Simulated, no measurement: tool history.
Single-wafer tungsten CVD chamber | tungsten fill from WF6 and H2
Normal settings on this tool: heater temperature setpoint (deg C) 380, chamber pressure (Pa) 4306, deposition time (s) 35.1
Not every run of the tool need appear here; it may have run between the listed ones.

run   hour  heater temperature setpoint (deg C)  chamber pressure (Pa)  deposition time (s)  read-back reference wafer on the same gauge, thickness_nm  mean film thickness on the monitor wafer (angstrom)
  1    0.0                                  380                   4306                 35.1                                                     68.119                                               700.47
  2   38.0                                  380                   4306                 35.1                                                     68.322                                               699.26
  3  102.7                                  380                   4306                 35.1                                                     68.168                                               698.61
  4  141.9                                  369                   4306                 31.8                                                     68.129                                               519.51
  5  204.5                                  369                   4306                 31.8                                                     68.203                                               521.28
  6  251.7                                  380                   4306                 35.1                                                     68.244                                               705.25
     282.9  -- gauge calibrated
  7  306.1                                  380                   4306                 30.8                                                     68.127                                               619.36
  8  339.6                                  380                   4306                 35.1                                                     68.266                                               704.41
     353.1  -- showerhead replaced
  9  396.5                                  380                   5040                 35.1                                                     68.207                                               784.34
 10  421.1                                  369                   4640                 33.0                                                     68.153                                               570.65
 11  470.7                                  390                   3373                 38.5                                                     68.180                                               789.01
     493.2  -- capacitance manometer re-zeroed and calibrated
 12  507.8                                  380                   4306                 35.1                                                     68.207                                               712.57
 13  532.3                                  380                   4306                 33.1                                                     68.156                                               674.06
 14  579.7                                  380                   4306                 32.0                                                     68.174                                               654.24
 15  609.2                                  390                   4866                 40.4                                                     68.237                                              1064.23
     620.9  -- thermocouple changed; heater temperature recalibrated
 16  659.2                                  380                   4306                 35.1                                                     68.230                                               690.87
 17  691.0                                  369                   3933                 30.9                                                     68.138                                               469.42
 18  849.4                                  380                   3813                 37.8                                                     68.218                                               689.93
 19  895.9                                  389                   4000                 31.1                                                     68.164                                               688.07

What if the next run were any one of these 3? Each begins from the tool's condition after run 19:
  A  896.3                                  380                   4306                 35.1                                                          ?                                                    ?
  B  896.3                                  387                   3746                 32.8                                                          ?                                                    ?
  C  896.3                                  387                   4306                 38.8                                                          ?                                                    ?

run  read-back reference wafer on the same gauge, thickness_nm  mean film thickness on the monitor wafer (angstrom)
  A                                                     68.227                                               693.53
  B                                                     68.227                                               669.56
  C                                                     68.227                                               868.28
Without the tool's unlogged condition, the same runs would have read:
run  mean film thickness on the monitor wafer (angstrom)
  A                                               693.90
  B                                               669.90
  C                                               868.73

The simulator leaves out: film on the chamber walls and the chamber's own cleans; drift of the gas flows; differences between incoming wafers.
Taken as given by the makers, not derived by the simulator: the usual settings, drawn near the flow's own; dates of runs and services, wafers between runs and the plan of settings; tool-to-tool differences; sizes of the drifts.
